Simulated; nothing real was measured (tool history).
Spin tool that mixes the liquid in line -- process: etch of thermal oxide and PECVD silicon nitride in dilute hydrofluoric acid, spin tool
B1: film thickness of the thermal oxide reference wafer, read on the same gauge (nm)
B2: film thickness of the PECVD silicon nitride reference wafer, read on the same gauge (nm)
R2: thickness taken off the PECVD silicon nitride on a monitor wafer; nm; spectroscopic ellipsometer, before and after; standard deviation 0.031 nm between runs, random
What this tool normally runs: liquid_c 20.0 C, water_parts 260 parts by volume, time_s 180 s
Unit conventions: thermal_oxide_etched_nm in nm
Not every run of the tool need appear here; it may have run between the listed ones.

{"run": 1, "day": 0.0, "liquid_c": 20.0, "water_parts": 260, "time_s": 180, "B1": 80.031, "B2": 60.005, "thermal_oxide_etched_nm": 2.539, "R2": 2.355}
{"run": 2, "day": 0.967, "liquid_c": 20.0, "water_parts": 260, "time_s": 180, "B1": 80.01, "B2": 60.009, "thermal_oxide_etched_nm": 2.545, "R2": 2.433}
{"run": 3, "day": 2.371, "liquid_c": 20.0, "water_parts": 260, "time_s": 180, "B1": 80.005, "B2": 60.02, "thermal_oxide_etched_nm": 2.569, "R2": 2.37}
{"run": 4, "day": 3.046, "liquid_c": 20.0, "water_parts": 260, "time_s": 180, "B1": 80.017, "B2": 59.998, "thermal_oxide_etched_nm": 2.515, "R2": 2.357}
{"run": 5, "day": 4.029, "liquid_c": 20.0, "water_parts": 260, "time_s": 180, "B1": 80.026, "B2": 60.009, "thermal_oxide_etched_nm": 2.554, "R2": 2.427}
{"day": 5.096, "done": "thermometer replaced"}
{"run": 6, "day": 5.158, "liquid_c": 20.0, "water_parts": 260, "time_s": 180, "B1": 80.01, "B2": 60.014, "thermal_oxide_etched_nm": 2.489, "R2": 2.433}
{"run": 7, "day": 6.021, "liquid_c": 20.0, "water_parts": 260, "time_s": 180, "B1": 80.02, "B2": 59.997, "thermal_oxide_etched_nm": 2.45, "R2": 2.394}
{"run": 8, "day": 7.2, "liquid_c": 20.0, "water_parts": 260, "time_s": 180, "B1": 79.976, "B2": 60.004, "thermal_oxide_etched_nm": 2.602, "R2": 2.43}
{"run": 9, "day": 8.175, "liquid_c": 20.0, "water_parts": 260, "time_s": 180, "B1": 80.028, "B2": 59.987, "thermal_oxide_etched_nm": 2.552, "R2": 2.408}
{"run": 10, "day": 8.846, "liquid_c": 23.0, "water_parts": 260, "time_s": 245, "B1": 79.967, "B2": 60.014, "thermal_oxide_etched_nm": 3.81, "R2": 3.975}
{"run": 11, "day": 9.712, "liquid_c": 22.5, "water_parts": 260, "time_s": 180, "B1": 79.983, "B2": 60.001, "thermal_oxide_etched_nm": 2.835, "R2": 2.787}
{"run": 12, "day": 10.875, "liquid_c": 25.0, "water_parts": 260, "time_s": 180, "B1": 79.981, "B2": 60.023, "thermal_oxide_etched_nm": 3.048, "R2": 3.285}
{"run": 13, "day": 11.421, "liquid_c": 20.0, "water_parts": 260, "time_s": 180, "B1": 79.982, "B2": 59.986, "thermal_oxide_etched_nm": 2.512, "R2": 2.395}
{"run": 14, "day": 12.779, "liquid_c": 20.0, "water_parts": 260, "time_s": 75, "B1": 79.969, "B2": 59.997, "thermal_oxide_etched_nm": 1.06, "R2": 1.017}
{"run": 15, "day": 14.062, "liquid_c": 20.0, "water_parts": 260, "time_s": 180, "B1": 80.034, "B2": 59.994, "thermal_oxide_etched_nm": 2.518, "R2": 2.444}
{"day": 14.904, "done": "hydrofluoric acid flow meter replaced"}
{"run": 16, "day": 15.279, "liquid_c": 18.5, "water_parts": 385, "time_s": 235, "B1": 79.978, "B2": 59.995, "thermal_oxide_etched_nm": 1.888, "R2": 1.962}
{"run": 17, "day": 16.412, "liquid_c": 17.0, "water_parts": 315, "time_s": 180, "B1": 80.056, "B2": 60.001, "thermal_oxide_etched_nm": 1.744, "R2": 1.641}
{"day": 16.742, "done": "gauge calibrated"}
{"run": 18, "day": 17.362, "liquid_c": 17.0, "water_parts": 315, "time_s": 240, "B1": 80.007, "B2": 59.989, "thermal_oxide_etched_nm": 2.376, "R2": 2.244}
{"run": 19, "day": 17.967, "liquid_c": 24.5, "water_parts": 180, "time_s": 180, "B1": 79.978, "B2": 60.01, "thermal_oxide_etched_nm": 4.703, "R2": 4.551}
{"run": 20, "day": 19.6, "liquid_c": 20.0, "water_parts": 260, "time_s": 180, "B1": 80.013, "B2": 60.022, "thermal_oxide_etched_nm": 2.479, "R2": 2.405}
{"run": 21, "day": 20.392, "liquid_c": 23.0, "water_parts": 380, "time_s": 120, "B1": 79.967, "B2": 59.992, "thermal_oxide_etched_nm": 1.155, "R2": 1.337}
{"run": 22, "day": 21.658, "liquid_c": 20.0, "water_parts": 260, "time_s": 180, "B1": 79.975, "B2": 60.016, "thermal_oxide_etched_nm": 2.438, "R2": 2.445}
{"run": 23, "day": 22.383, "liquid_c": 25.0, "water_parts": 260, "time_s": 180, "B1": 79.997, "B2": 59.99, "thermal_oxide_etched_nm": 3.015, "R2": 3.287}
{"run": 24, "day": 23.538, "liquid_c": 18.0, "water_parts": 145, "time_s": 245, "B1": 79.989, "B2": 59.996, "thermal_oxide_etched_nm": 6.347, "R2": 4.998}
{"run": 25, "day": 24.488, "liquid_c": 20.0, "water_parts": 260, "time_s": 180, "B1": 79.999, "B2": 59.994, "thermal_oxide_etched_nm": 2.446, "R2": 2.416}
{"run": 26, "day": 25.821, "liquid_c": 20.0, "water_parts": 260, "time_s": 180, "B1": 80.006, "B2": 59.995, "thermal_oxide_etched_nm": 2.477, "R2": 2.424}

Forecast each of these 4 alternatives for the next run:
{"run": "A", "day": 25.842, "liquid_c": 24.0, "water_parts": 260, "time_s": 180, "B1": "?", "B2": "?", "thermal_oxide_etched_nm": "?", "R2": "?"}
{"run": "B", "day": 25.842, "liquid_c": 20.0, "water_parts": 375, "time_s": 135, "B1": "?", "B2": "?", "thermal_oxide_etched_nm": "?", "R2": "?"}
{"run": "C", "day": 25.842, "liquid_c": 17.0, "water_parts": 260, "time_s": 180, "B1": "?", "B2": "?", "thermal_oxide_etched_nm": "?", "R2": "?"}
{"run": "D", "day": 25.842, "liquid_c": 17.0, "water_parts": 215, "time_s": 180, "B1": "?", "B2": "?", "thermal_oxide_etched_nm": "?", "R2": "?"}

run=A B1=80.048 B2=59.969 thermal_oxide_etched_nm=2.891 R2=3.111
run=B B1=80.048 B2=59.969 thermal_oxide_etched_nm=1.174 R2=1.273
run=C B1=80.048 B2=59.969 thermal_oxide_etched_nm=2.230 R2=1.987
run=D B1=80.048 B2=59.969 thermal_oxide_etched_nm=2.806 R2=2.383
Had the tool no hidden state, the same runs would have come out as:
run=A thermal_oxide_etched_nm=2.891 R2=3.111
run=B thermal_oxide_etched_nm=1.174 R2=1.273
run=C thermal_oxide_etched_nm=2.230 R2=1.987
run=D thermal_oxide_etched_nm=2.806 R2=2.383
